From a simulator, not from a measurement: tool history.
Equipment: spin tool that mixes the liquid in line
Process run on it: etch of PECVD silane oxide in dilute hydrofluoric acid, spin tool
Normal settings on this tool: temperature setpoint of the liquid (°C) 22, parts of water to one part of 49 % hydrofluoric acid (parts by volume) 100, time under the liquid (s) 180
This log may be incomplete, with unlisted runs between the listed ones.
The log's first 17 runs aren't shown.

| run | hour | temperature setpoint of the liquid (°C) | parts of water to one part of 49 % hydrofluoric acid (parts by volume) | time under the liquid (s) | wafers since the last listed run | hours since the thermometer was replaced | hours since the hydrofluoric acid flow meter was replaced | hours since the gauge calibration | read-back film thickness of the PECVD silane oxide reference wafer, read on the same gauge (nm) | thickness taken off the PECVD silane oxide on a monitor wafer (Å) |
|---|---|---|---|---|---|---|---|---|---|---|
| 18 | 805.3 | 22 | 100 | 130 | 632 | 746.7 | 722.1 | 650.2 | 90.03 | 200.5 |
| 19 | 867.9 | 26.5 | 100 | 250 | 589 | 809.3 | 784.7 | 712.8 | 90 | 468.9 |
| 20 | 923.1 | 22 | 100 | 180 | 519 | 864.5 | 839.9 | 768 | 90.03 | 275.1 |
| 21 | 953.3 | 18.5 | 130 | 265 | 284 | 894.7 | 870.1 | 798.2 | 90 | 266.7 |
| 22 | 988.6 | 22 | 100 | 225 | 332 | 930 | 905.4 | 833.5 | 90.04 | 355.4 |
| 23 | 1054.2 | 22 | 115 | 290 | 617 | 995.6 | 971 | 899.1 | 90.04 | 390.1 |
| 24 | 1087.4 | 22 | 65 | 230 | 312 | 1028.8 | 1004.2 | 932.3 | 89.98 | 580.8 |
|  | 1118.6 | hydrofluoric acid flow meter replaced |
| 25 | 1139.9 | 26.5 | 85 | 270 | 484 | 1081.3 | 21.3 | 984.8 | 89.99 | 599.8 |
| 26 | 1206.4 | 25 | 130 | 125 | 625 | 1147.8 | 87.8 | 1051.3 | 90 | 163.8 |
| 27 | 1241 | 19.5 | 65 | 180 | 325 | 1182.4 | 122.4 | 1085.9 | 89.98 | 407.7 |
| 28 | 1296.8 | 19 | 100 | 140 | 525 | 1238.2 | 178.2 | 1141.7 | 89.96 | 192.1 |
| 29 | 1356.3 | 22 | 100 | 180 | 560 | 1297.7 | 237.7 | 1201.2 | 90.01 | 279.2 |
| 30 | 1409.9 | 22 | 85 | 105 | 504 | 1351.3 | 291.3 | 1254.8 | 89.93 | 196.8 |
| 31 | 1437.6 | 25 | 135 | 235 | 260 | 1379 | 319 | 1282.5 | 89.99 | 292.8 |
| 32 | 1472.2 | 22 | 100 | 180 | 325 | 1413.6 | 353.6 | 1317.1 | 89.98 | 278 |
| 33 | 1539.3 | 22 | 70 | 105 | 631 | 1480.7 | 420.7 | 1384.2 | 90.01 | 242.3 |
| 34 | 1587.6 | 22 | 100 | 110 | 454 | 1529 | 469 | 1432.5 | 90 | 170.7 |

Consider 3 possible next runs. They are alternatives, not a sequence: every one starts from the tool as it was left by run 34. What does each give?
| A | 1588.1 | 22 | 100 | 180 | 4 | 1529.5 | 469.5 | 1433 | ? | ? |
| B | 1588.1 | 20 | 130 | 75 | 4 | 1529.5 | 469.5 | 1433 | ? | ? |
| C | 1588.1 | 26 | 100 | 180 | 4 | 1529.5 | 469.5 | 1433 | ? | ? |

| run | read-back film thickness of the PECVD silane oxide reference wafer, read on the same gauge (nm) | thickness taken off the PECVD silane oxide on a monitor wafer (Å) |
|---|---|---|
| A | 90.02 | 278.2 |
| B | 90.02 | 79.5 |
| C | 90.02 | 325.9 |
Without the tool's hidden state the same runs would have given:
| run | thickness taken off the PECVD silane oxide on a monitor wafer (Å) |
|---|---|
| A | 278.2 |
| B | 79.5 |
| C | 325.9 |
